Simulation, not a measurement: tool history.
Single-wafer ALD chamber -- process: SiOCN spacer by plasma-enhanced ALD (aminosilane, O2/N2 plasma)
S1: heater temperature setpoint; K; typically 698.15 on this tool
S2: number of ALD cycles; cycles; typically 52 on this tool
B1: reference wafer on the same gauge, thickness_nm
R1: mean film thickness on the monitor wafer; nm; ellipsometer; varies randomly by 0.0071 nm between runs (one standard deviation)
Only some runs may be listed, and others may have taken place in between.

run    day      S1  S2     B1     R1
  1      0  698.15  56   3.37  3.084
  2    0.6  698.15  56  3.368  3.054
  3  0.892  698.15  52   3.37  2.837
  4  1.625  698.15  52  3.371  2.846
  5  2.283  698.15  46  3.373  2.528
       2.7  -- gauge calibrated
  6  2.771  698.15  54  3.373  2.958
     3.425  -- thermocouple changed; heater temperature recalibrated
  7  3.446  698.15  54  3.371  2.964
  8  3.771  698.15  54  3.366  2.963
  9  4.096  683.15  60  3.371  3.486
 10  4.596  698.15  52  3.369  2.834
 11  5.229  711.15  48   3.37  2.503
 12  5.862  709.15  52  3.369  2.733
 13  6.146  698.15  52  3.369  2.861
 14    6.4  698.15  52  3.373  2.853
 15  6.829  690.15  60  3.372   3.38
 16  7.758  698.15  55   3.37   3.02

Alternative continuations, all from the tool just after run 16; predict every row:
  A  7.779  688.15  52   ?   ?
  B  7.779  683.15  52   ?   ?
  C  7.779  698.15  60   ?   ?
  D  7.779  706.15  48   ?   ?
  E  7.779  704.15  57   ?   ?

run     B1     R1
  A  3.369  2.942
  B  3.369  2.995
  C  3.369  3.274
  D  3.369  2.541
  E  3.369  3.041
Without the tool's hidden state the same runs would have given:
run     R1
  A  2.942
  B  2.995
  C  3.274
  D  2.541
  E  3.041
